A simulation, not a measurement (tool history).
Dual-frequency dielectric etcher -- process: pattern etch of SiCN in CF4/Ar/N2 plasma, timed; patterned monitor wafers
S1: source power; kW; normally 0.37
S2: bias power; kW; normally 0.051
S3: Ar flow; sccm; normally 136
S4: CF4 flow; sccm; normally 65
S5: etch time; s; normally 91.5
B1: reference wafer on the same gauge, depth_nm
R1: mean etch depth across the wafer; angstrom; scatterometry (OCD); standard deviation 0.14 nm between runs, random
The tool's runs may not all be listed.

Run 1, hour 0: usual settings; B1 59.1. Result: R1 524 angstrom.
Run 2, hour 27.2: usual settings but S5 109 s; B1 59.1. Result: R1 623 angstrom.
Run 3, hour 114.5: usual settings; B1 59.1. Result: R1 522 angstrom.
Run 4, hour 157.5: usual settings; B1 59.1. Result: R1 522 angstrom.
At hour 172.3: gauge calibrated.
Run 5, hour 200.7: usual settings; B1 59.1. Result: R1 522 angstrom.
Run 6, hour 299.4: usual settings; B1 59.2. Result: R1 522 angstrom.
At hour 365.7: bias power generator calibrated.
Run 7, hour 381.3: usual settings but S1 0.34 kW, S2 0.062 kW, S3 124 sccm; B1 59.1. Result: R1 534 angstrom.
At hour 441.9: wet clean of the chamber.
Run 8, hour 474.2: usual settings; B1 59.1. Result: R1 520 angstrom.
At hour 508.6: CF4 flow controller replaced.
Run 9, hour 531.8: usual settings; B1 59.1. Result: R1 518 angstrom.
Run 10, hour 637.4: usual settings; B1 59.1. Result: R1 522 angstrom.
Run 11, hour 734.2: usual settings but S1 0.31 kW, S3 158 sccm; B1 59.1. Result: R1 437 angstrom.
Run 12, hour 773.1: usual settings; B1 59.2. Result: R1 518 angstrom.
At hour 818.4: source power generator calibrated.
Run 13, hour 852.5: usual settings but S3 162 sccm, S4 59 sccm; B1 59.1. Result: R1 529 angstrom.
Run 14, hour 915.5: usual settings but S2 0.058 kW, S5 117 s; B1 59.1. Result: R1 744 angstrom.
At hour 970.7: wet clean of the chamber.
Run 15, hour 1000.9: usual settings but S1 0.42 kW, S2 0.04 kW, S4 81 sccm, S5 69 s; B1 59.1. Result: R1 428 angstrom.
Run 16, hour 1071: usual settings but S1 0.44 kW, S2 0.061 kW, S3 112 sccm; B1 59.1. Result: R1 703 angstrom.
Run 17, hour 1207.2: usual settings but S2 0.039 kW, S5 103 s; B1 59. Result: R1 542 angstrom.
Run 18, hour 1263.3: usual settings but S2 0.062 kW, S4 51 sccm; B1 59.1. Result: R1 575 angstrom.
Run 19, hour 1363.1: usual settings but S1 0.33 kW, S2 0.061 kW, S3 120 sccm, S5 107 s; B1 59.1. Result: R1 633 angstrom.
Run 20, hour 1451.9: usual settings but S5 106.5 s; B1 59.1. Result: R1 631 angstrom.

How would selected steps in R1 from run to run divide? Give the signed amount a tool lacking its hidden state would still show from settings, what came in and random variation, and the signed amount left for the hidden state, including any gauge scatter that is not in both of the compared results.
The tool's hidden condition here consists of: etch rate over this chamber's usual, %; source power that arrives over what is set, %; bias power that arrives over what is set, %; Ar flow that arrives over what is set, %; CF4 flow that arrives over what is set, %; gauge reads high (%).
Run 1 -> 2: S5 91.5 -> 109. R1 +99 angstrom: hidden state -5, all else +104.
Run 12 -> 13: S3 136 -> 162, S4 65 -> 59, source power generator calibrated. R1 +11 angstrom: hidden state +28, all else -17.
Run 14 -> 15: S1 0.37 -> 0.42, S2 0.058 -> 0.04, S4 65 -> 81, S5 117 -> 69, wet clean of the chamber. R1 -316 angstrom: hidden state -1, all else -315.
Run 15 -> 16: S1 0.42 -> 0.44, S2 0.04 -> 0.061, S3 136 -> 112, S4 81 -> 65, S5 69 -> 91.5. R1 +275 angstrom: hidden state +0, all else +275.
